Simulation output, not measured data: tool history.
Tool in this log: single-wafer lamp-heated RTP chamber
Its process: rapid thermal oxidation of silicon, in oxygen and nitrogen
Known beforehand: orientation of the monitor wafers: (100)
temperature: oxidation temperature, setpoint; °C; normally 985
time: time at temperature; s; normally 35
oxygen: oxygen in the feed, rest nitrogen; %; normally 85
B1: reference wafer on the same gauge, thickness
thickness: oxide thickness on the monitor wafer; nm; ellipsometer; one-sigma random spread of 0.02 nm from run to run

{"run": 1, "hour": 0.0, "temperature": 985, "time": 35, "oxygen": 85, "B1": 3.55, "thickness": 4.094}
{"run": 2, "hour": 11.7, "temperature": 985, "time": 35, "oxygen": 85, "B1": 3.557, "thickness": 4.173}
{"run": 3, "hour": 22.7, "temperature": 985, "time": 35, "oxygen": 85, "B1": 3.555, "thickness": 4.141}
{"run": 4, "hour": 30.8, "temperature": 985, "time": 35, "oxygen": 85, "B1": 3.549, "thickness": 4.128}
{"run": 5, "hour": 82.1, "temperature": 985, "time": 35, "oxygen": 63, "B1": 3.55, "thickness": 3.828}
{"run": 6, "hour": 97.1, "temperature": 985, "time": 35, "oxygen": 85, "B1": 3.548, "thickness": 4.189}
{"hour": 119.7, "done": "pyrometer window cleaned and pyrometer calibrated"}
{"hour": 128.0, "done": "oxygen flow controller replaced"}
{"run": 7, "hour": 128.5, "temperature": 985, "time": 35, "oxygen": 85, "B1": 3.549, "thickness": 4.38}
{"run": 8, "hour": 128.8, "temperature": 985, "time": 35, "oxygen": 85, "B1": 3.547, "thickness": 4.403}
{"run": 9, "hour": 138.7, "temperature": 985, "time": 35, "oxygen": 85, "B1": 3.546, "thickness": 4.384}
{"run": 10, "hour": 154.3, "temperature": 985, "time": 35, "oxygen": 85, "B1": 3.546, "thickness": 4.38}
{"hour": 169.6, "done": "pyrometer window cleaned and pyrometer calibrated, repeated, since the last time left the tool worse"}
{"run": 11, "hour": 170.1, "temperature": 985, "time": 35, "oxygen": 85, "B1": 3.55, "thickness": 4.053}
{"run": 12, "hour": 181.4, "temperature": 985, "time": 35, "oxygen": 85, "B1": 3.548, "thickness": 4.068}
{"run": 13, "hour": 192.0, "temperature": 985, "time": 35, "oxygen": 85, "B1": 3.549, "thickness": 4.055}
{"hour": 193.2, "done": "gauge calibrated"}
{"run": 14, "hour": 200.8, "temperature": 997, "time": 52, "oxygen": 98, "B1": 3.552, "thickness": 5.483}
{"run": 15, "hour": 207.7, "temperature": 985, "time": 35, "oxygen": 98, "B1": 3.546, "thickness": 4.269}
{"run": 16, "hour": 217.5, "temperature": 985, "time": 20, "oxygen": 85, "B1": 3.557, "thickness": 3.294}
{"run": 17, "hour": 224.6, "temperature": 1005, "time": 52, "oxygen": 69, "B1": 3.544, "thickness": 5.163}
{"run": 18, "hour": 246.6, "temperature": 1011, "time": 35, "oxygen": 85, "B1": 3.552, "thickness": 4.866}
{"run": 19, "hour": 257.5, "temperature": 963, "time": 18, "oxygen": 85, "B1": 3.551, "thickness": 2.845}
{"run": 20, "hour": 267.5, "temperature": 985, "time": 51, "oxygen": 98, "B1": 3.549, "thickness": 5.018}

Hidden state, per run?
deviation of the oxygen flow from its setpoint, %: 0 at every run
gauge reads high (%): 0 at every run
H1: true wafer temperature minus pyrometer reading, K
run=1 H1=3.69
run=2 H1=3.98
run=3 H1=4.26
run=4 H1=4.47
run=5 H1=5.95
run=6 H1=6.43
run=7 H1=12
run=8 H1=12
run=9 H1=12
run=10 H1=12.1
run=11 H1=1.48
run=12 H1=1.48
run=13 H1=1.5
run=14 H1=1.52
run=15 H1=1.54
run=16 H1=1.57
run=17 H1=1.61
run=18 H1=1.73
run=19 H1=1.81
run=20 H1=1.89

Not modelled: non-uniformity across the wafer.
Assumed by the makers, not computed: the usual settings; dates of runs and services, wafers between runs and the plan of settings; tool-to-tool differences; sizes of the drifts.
